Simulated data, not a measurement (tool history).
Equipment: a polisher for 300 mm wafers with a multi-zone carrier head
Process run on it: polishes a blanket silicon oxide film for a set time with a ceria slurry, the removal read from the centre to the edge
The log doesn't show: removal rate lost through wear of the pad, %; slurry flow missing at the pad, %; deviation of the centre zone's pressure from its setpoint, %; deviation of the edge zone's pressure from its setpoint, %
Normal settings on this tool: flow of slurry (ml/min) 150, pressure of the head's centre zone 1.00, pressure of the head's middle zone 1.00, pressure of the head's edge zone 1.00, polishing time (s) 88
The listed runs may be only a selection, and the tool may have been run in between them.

run     day  flow of slurry (ml/min)  pressure of the head's centre zone  pressure of the head's middle zone  pressure of the head's edge zone  polishing time (s)  wafers since the last listed run  wafers polished on this pad  hours since the slurry nozzle was cleaned  hours since the centre zone pressure was calibrated  hours since the edge zone pressure was calibrated  hours since the carrier head's membrane was replaced  incoming thickness of the incoming film, nm  film removed at the wafer's centre (angstrom)  film removed at mid-radius (angstrom)  film removed at the wafer's edge (angstrom)
  1   0.000                      125                                1.00                                1.00                              1.10                  88                                 0                         5066                                      146.3                                                424.5                                              739.4                                                 414.3                                        969.1                                           2566                                   2752                                         2921
  2   2.821                      150                                1.00                                1.00                              1.00                  88                               441                         5508                                      214.0                                                492.2                                              807.1                                                 482.0                                        971.5                                           2639                                   2871                                         2940
      3.412  -- worn pad replaced by a new one
  3   5.533                      150                                0.94                                1.00                              1.07                  88                               398                          331                                      279.1                                                557.3                                              872.2                                                 547.1                                        966.1                                           2454                                   2861                                         3025
      5.983  -- edge zone pressure recalibrated
  4   9.046                      150                                0.90                                1.00                              0.89                  88                               536                          868                                      363.4                                                641.6                                               73.5                                                 631.4                                        966.8                                           2357                                   2864                                         2723
  5  12.929                      175                                1.00                                1.00                              1.10                  88                               607                         1476                                      456.6                                                734.8                                              166.7                                                 724.6                                        975.2                                           2722                                   2936                                         3109
  6  17.083                      150                                1.06                                1.00                              1.00                  88                               650                         2126                                      556.3                                                834.5                                              266.4                                                 824.3                                        960.8                                           2735                                   2904                                         2886
     20.300  -- centre zone pressure recalibrated
  7  20.529                      150                                1.08                                1.00                              1.00                 109                               526                         2652                                      639.0                                                  5.5                                              349.1                                                 907.0                                        964.2                                           3802                                   3562                                         3584
     26.588  -- slurry nozzle cleaned
  8  31.500                      165                                1.00                                1.07                              1.00                  74                              1710                         4363                                      117.9                                                268.8                                              612.4                                                1170.3                                        966.7                                           2323                                   2574                                         2420
  9  35.729                      150                                1.04                                1.00                              0.92                  57                               661                         5025                                      219.4                                                370.3                                              713.9                                                1271.8                                        967.5                                           1814                                   1881                                         1859
 10  37.483                      150                                1.00                                0.90                              0.93                  63                               274                         5299                                      261.5                                                412.4                                              756.0                                                1313.9                                        983.6                                           1904                                   1986                                         2005
     37.796  -- worn pad replaced by a new one
 11  40.638                      150                                1.00                                0.91                              0.92                  88                               467                          444                                      337.2                                                488.1                                              831.7                                                1389.6                                        974.5                                           2613                                   2717                                         2854
     43.600  -- edge zone pressure recalibrated
     53.379  -- centre zone pressure recalibrated
 12  53.658                      150                                1.00                                0.89                              1.00                 106                              2011                         2456                                      649.7                                                  6.7                                              241.4                                                1702.1                                        965.2                                           3379                                   3310                                         3499
 13  55.583                      190                                1.00                                1.00                              1.00                 100                               301                         2757                                      695.9                                                 52.9                                              287.6                                                1748.3                                        971.0                                           3328                                   3424                                         3365
     58.204  -- slurry nozzle cleaned
     63.854  -- carrier head's membrane replaced by a new one
 14  64.850                      150                                0.95                                0.91                              0.92                 114                              1411                         4169                                      159.5                                                275.3                                              510.0                                                  23.9                                        967.7                                           3381                                   3564                                         3706
 15  66.846                      150                                0.91                                1.00                              1.00                 115                               312                         4481                                      207.4                                                323.2                                              557.9                                                  71.8                                        962.1                                           3227                                   3748                                         3764
 16  69.425                      150                                0.96                                1.00                              0.92                  75                               403                         4885                                      269.3                                                385.1                                              619.8                                                 133.7                                        981.7                                           2215                                   2442                                         2412
     72.396  -- worn pad replaced by a new one
 17  72.417                      150                                1.00                                1.04                              1.00                  76                               442                            3                                      341.1                                                456.9                                              691.6                                                 205.5                                        979.1                                           2305                                   2513                                         2510
 18  76.696                      150                                1.00                                1.00                              0.93                  88                               669                          672                                      443.8                                                559.6                                              794.3                                                 308.2                                        973.0                                           2666                                   2877                                         2836
 19  79.554                      150                                1.00                                1.00                              1.00                  69                               447                         1120                                      512.4                                                628.2                                              862.9                                                 376.8                                        981.2                                           2035                                   2270                                         2294
     80.204  -- edge zone pressure recalibrated
 20  82.258                      150                                1.00                                1.00                              1.00                 105                               410                         1530                                      577.3                                                693.1                                               49.3                                                 441.7                                        975.7                                           3134                                   3396                                         3481
     84.188  -- centre zone pressure recalibrated
 21  86.138                      115                                1.00                                1.03                              1.00                 106                               594                         2124                                      670.4                                                 46.8                                              142.4                                                 534.8                                        980.7                                           3160                                   3283                                         3363
     89.375  -- slurry nozzle cleaned
 22  90.275                      150                                1.00                                1.00                              1.00                  88                               641                         2765                                       21.6                                                146.1                                              241.7                                                 634.1                                        981.6                                           2745                                   2866                                         2962

Selected run-to-run steps in film removed at the wafer's centre (angstrom), each split into two signed amounts: the part the tool would show with no hidden state at all (from settings, incoming material and random variation), and the remainder, which goes to the hidden state together with any gauge scatter not common to the measured and the hidden-state-free results:
Run 6 -> 7: pressure of the head's centre zone 1.06 -> 1.08, polishing time (s) 88 -> 109, centre zone pressure recalibrated. film removed at the wafer's centre (angstrom) +1067: hidden state +196, all else +871.
Run 7 -> 8: flow of slurry (ml/min) 150 -> 165, pressure of the head's centre zone 1.08 -> 1.00, pressure of the head's middle zone 1.00 -> 1.07, polishing time (s) 109 -> 74, slurry nozzle cleaned. film removed at the wafer's centre (angstrom) -1479: hidden state -108, all else -1371.
Run 11 -> 12: pressure of the head's middle zone 0.91 -> 0.89, pressure of the head's edge zone 0.92 -> 1.00, polishing time (s) 88 -> 106, edge zone pressure recalibrated, centre zone pressure recalibrated. film removed at the wafer's centre (angstrom) +766: hidden state +220, all else +546.
Run 19 -> 20: polishing time (s) 69 -> 105, edge zone pressure recalibrated. film removed at the wafer's centre (angstrom) +1099: hidden state -78, all else +1177.
